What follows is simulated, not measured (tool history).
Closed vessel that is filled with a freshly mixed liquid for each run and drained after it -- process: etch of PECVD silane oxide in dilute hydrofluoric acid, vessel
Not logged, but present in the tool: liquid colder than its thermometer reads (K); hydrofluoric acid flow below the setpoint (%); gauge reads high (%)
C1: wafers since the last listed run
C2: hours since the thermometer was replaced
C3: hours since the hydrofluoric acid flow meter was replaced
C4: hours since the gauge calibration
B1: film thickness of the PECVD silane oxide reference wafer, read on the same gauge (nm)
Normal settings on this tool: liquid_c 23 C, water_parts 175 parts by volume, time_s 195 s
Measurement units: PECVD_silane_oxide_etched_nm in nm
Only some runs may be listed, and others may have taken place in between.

run 1 day=0 | liquid_c=23 water_parts=220 time_s=195 | C1=0 C2=2452.5 C3=462.7 C4=193.7 | B1=50.01 | PECVD_silane_oxide_etched_nm=12.8
run 2 day=0.696 | liquid_c=23 water_parts=220 time_s=195 | C1=1098 C2=2469.2 C3=479.4 C4=210.4 | B1=50.03 | PECVD_silane_oxide_etched_nm=12.79
run 3 day=1.254 | liquid_c=23 water_parts=175 time_s=195 | C1=881 C2=2482.6 C3=492.8 C4=223.8 | B1=50.05 | PECVD_silane_oxide_etched_nm=16.84
run 4 day=1.508 | liquid_c=23 water_parts=175 time_s=195 | C1=401 C2=2488.7 C3=498.9 C4=229.9 | B1=50.01 | PECVD_silane_oxide_etched_nm=16.86
run 5 day=2.179 | liquid_c=23 water_parts=175 time_s=195 | C1=1058 C2=2504.8 C3=515 C4=246 | B1=50.04 | PECVD_silane_oxide_etched_nm=16.84
run 6 day=2.846 | liquid_c=23 water_parts=175 time_s=195 | C1=1052 C2=2520.8 C3=531 C4=262 | B1=49.99 | PECVD_silane_oxide_etched_nm=16.7
run 7 day=3.458 | liquid_c=23 water_parts=175 time_s=195 | C1=966 C2=2535.5 C3=545.7 C4=276.7 | B1=50 | PECVD_silane_oxide_etched_nm=16.64
run 8 day=4.1 | liquid_c=23 water_parts=175 time_s=195 | C1=1012 C2=2550.9 C3=561.1 C4=292.1 | B1=49.99 | PECVD_silane_oxide_etched_nm=16.68
run 9 day=4.438 | liquid_c=23 water_parts=175 time_s=195 | C1=532 C2=2559 C3=569.2 C4=300.2 | B1=50.02 | PECVD_silane_oxide_etched_nm=16.7
run 10 day=5.104 | liquid_c=23 water_parts=175 time_s=195 | C1=1052 C2=2575 C3=585.2 C4=316.2 | B1=49.98 | PECVD_silane_oxide_etched_nm=16.65
-- day=5.242 thermometer replaced
run 11 day=5.846 | liquid_c=23 water_parts=130 time_s=195 | C1=1105 C2=14.5 C3=603 C4=334 | B1=50.04 | PECVD_silane_oxide_etched_nm=25.83
run 12 day=6.329 | liquid_c=23 water_parts=130 time_s=195 | C1=762 C2=26.1 C3=614.6 C4=345.6 | B1=50.01 | PECVD_silane_oxide_etched_nm=25.66
run 13 day=6.917 | liquid_c=23 water_parts=130 time_s=195 | C1=927 C2=40.2 C3=628.7 C4=359.7 | B1=50.01 | PECVD_silane_oxide_etched_nm=25.66
run 14 day=7.662 | liquid_c=21.5 water_parts=175 time_s=195 | C1=1177 C2=58.1 C3=646.6 C4=377.6 | B1=50.02 | PECVD_silane_oxide_etched_nm=17.07
run 15 day=8.208 | liquid_c=23 water_parts=175 time_s=195 | C1=861 C2=71.2 C3=659.7 C4=390.7 | B1=50.03 | PECVD_silane_oxide_etched_nm=18.09
run 16 day=8.662 | liquid_c=23 water_parts=175 time_s=195 | C1=716 C2=82.1 C3=670.6 C4=401.6 | B1=49.98 | PECVD_silane_oxide_etched_nm=18.1
run 17 day=9.075 | liquid_c=27.5 water_parts=225 time_s=95 | C1=651 C2=92 C3=680.5 C4=411.5 | B1=49.96 | PECVD_silane_oxide_etched_nm=7.61
run 18 day=9.433 | liquid_c=23 water_parts=235 time_s=280 | C1=565 C2=100.6 C3=689.1 C4=420.1 | B1=49.97 | PECVD_silane_oxide_etched_nm=18.17
-- day=9.967 gauge calibrated
run 19 day=10.029 | liquid_c=18.5 water_parts=100 time_s=85 | C1=940 C2=114.9 C3=703.4 C4=1.5 | B1=49.99 | PECVD_silane_oxide_etched_nm=12.52
run 20 day=10.504 | liquid_c=23 water_parts=175 time_s=150 | C1=749 C2=126.3 C3=714.8 C4=12.9 | B1=50.02 | PECVD_silane_oxide_etched_nm=13.87
-- day=11.262 hydrofluoric acid flow meter replaced
run 21 day=12.333 | liquid_c=21.5 water_parts=220 time_s=300 | C1=2821 C2=170.2 C3=25.7 C4=56.8 | B1=50.01 | PECVD_silane_oxide_etched_nm=20.7
run 22 day=12.633 | liquid_c=19.5 water_parts=255 time_s=110 | C1=473 C2=177.4 C3=32.9 C4=64 | B1=50.01 | PECVD_silane_oxide_etched_nm=5.87
run 23 day=12.896 | liquid_c=23 water_parts=175 time_s=90 | C1=414 C2=183.7 C3=39.2 C4=70.3 | B1=50 | PECVD_silane_oxide_etched_nm=8.64
run 24 day=13.388 | liquid_c=18.5 water_parts=175 time_s=195 | C1=776 C2=195.5 C3=51 C4=82.1 | B1=50.01 | PECVD_silane_oxide_etched_nm=15.7
run 25 day=13.971 | liquid_c=25 water_parts=230 time_s=95 | C1=920 C2=209.5 C3=65 C4=96.1 | B1=50.02 | PECVD_silane_oxide_etched_nm=7.01
run 26 day=14.362 | liquid_c=18.5 water_parts=260 time_s=240 | C1=618 C2=218.9 C3=74.4 C4=105.5 | B1=50.02 | PECVD_silane_oxide_etched_nm=11.96

What will run 27 give?
run 27 day=14.892 | liquid_c=23 water_parts=175 time_s=195 | C1=835 C2=231.6 C3=87.1 C4=118.2 | B1=? | PECVD_silane_oxide_etched_nm=?

B1: 49.98
PECVD_silane_oxide_etched_nm: 18.62 nm
If the tool had no hidden condition, the same run with the same run-to-run variation would have returned PECVD_silane_oxide_etched_nm 18.9 nm.
